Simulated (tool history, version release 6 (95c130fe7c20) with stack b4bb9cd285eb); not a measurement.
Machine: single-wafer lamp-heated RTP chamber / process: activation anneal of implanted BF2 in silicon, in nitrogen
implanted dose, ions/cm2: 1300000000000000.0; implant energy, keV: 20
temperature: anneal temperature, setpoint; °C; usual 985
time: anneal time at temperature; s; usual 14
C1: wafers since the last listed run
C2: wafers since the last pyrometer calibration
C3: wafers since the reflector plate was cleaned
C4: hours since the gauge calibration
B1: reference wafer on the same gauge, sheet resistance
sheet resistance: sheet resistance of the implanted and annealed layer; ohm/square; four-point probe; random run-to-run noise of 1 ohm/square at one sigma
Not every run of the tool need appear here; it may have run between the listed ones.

run 1 hour=0 | temperature=985 time=19 | C1=0 C2=6268 C3=6268 C4=691.6 | B1=212.14 | sheet_resistance=201.59
-- hour=63.1 pyrometer window cleaned and pyrometer calibrated
run 2 hour=64.4 | temperature=985 time=19 | C1=706 C2=16 C3=6974 C4=756 | B1=212.08 | sheet_resistance=202.49
-- hour=344.8 reflector plate cleaned
run 3 hour=357.3 | temperature=985 time=14 | C1=3567 C2=3584 C3=156 C4=1048.9 | B1=211.8 | sheet_resistance=212.79
run 4 hour=395.3 | temperature=985 time=14 | C1=475 C2=4060 C3=632 C4=1086.9 | B1=212.17 | sheet_resistance=212.76
run 5 hour=473.4 | temperature=985 time=14 | C1=977 C2=5037 C3=1610 C4=1165 | B1=211.83 | sheet_resistance=214.13
-- hour=558.6 gauge calibrated
-- hour=560.3 pyrometer window cleaned and pyrometer calibrated
run 6 hour=560.8 | temperature=985 time=14 | C1=994 C2=6 C3=2604 C4=2.2 | B1=212.4 | sheet_resistance=212.38
run 7 hour=634.3 | temperature=985 time=14 | C1=920 C2=926 C3=3524 C4=75.7 | B1=211.9 | sheet_resistance=210.39
run 8 hour=723.4 | temperature=985 time=14 | C1=1115 C2=2042 C3=4640 C4=164.8 | B1=212.11 | sheet_resistance=211.37
run 9 hour=834.2 | temperature=992 time=14 | C1=1387 C2=3429 C3=6027 C4=275.6 | B1=211.88 | sheet_resistance=199.2
run 10 hour=931.8 | temperature=985 time=14 | C1=1222 C2=4651 C3=7249 C4=373.2 | B1=211.98 | sheet_resistance=209.77
-- hour=1004 pyrometer window cleaned and pyrometer calibrated
run 11 hour=1015.3 | temperature=961 time=10 | C1=945 C2=141 C3=8195 C4=456.7 | B1=212.04 | sheet_resistance=255.6
run 12 hour=1059.4 | temperature=985 time=14 | C1=552 C2=693 C3=8747 C4=500.8 | B1=212.16 | sheet_resistance=210.91
run 13 hour=1181.6 | temperature=1011 time=19 | C1=1530 C2=2223 C3=10277 C4=623 | B1=212.01 | sheet_resistance=163.89
run 14 hour=1226 | temperature=985 time=8 | C1=555 C2=2779 C3=10833 C4=667.4 | B1=211.94 | sheet_resistance=221.99
-- hour=1264.4 reflector plate cleaned
run 15 hour=1329.8 | temperature=985 time=8 | C1=1199 C2=3979 C3=818 C4=771.2 | B1=212.19 | sheet_resistance=226.63
run 16 hour=1417.1 | temperature=1015 time=11 | C1=1093 C2=5072 C3=1912 C4=858.5 | B1=212.01 | sheet_resistance=176.68

Forecast run 17:
-- hour=1465.7 pyrometer window cleaned and pyrometer calibrated
run 17 hour=1507.5 | temperature=994 time=18 | C1=1031 C2=523 C3=2943 C4=948.9 | B1=? | sheet_resistance=?

Run 17 gave B1 211.98, sheet resistance 191.7 ohm/square.
Without the tool's hidden state the same run would have given sheet resistance 194.45 ohm/square.
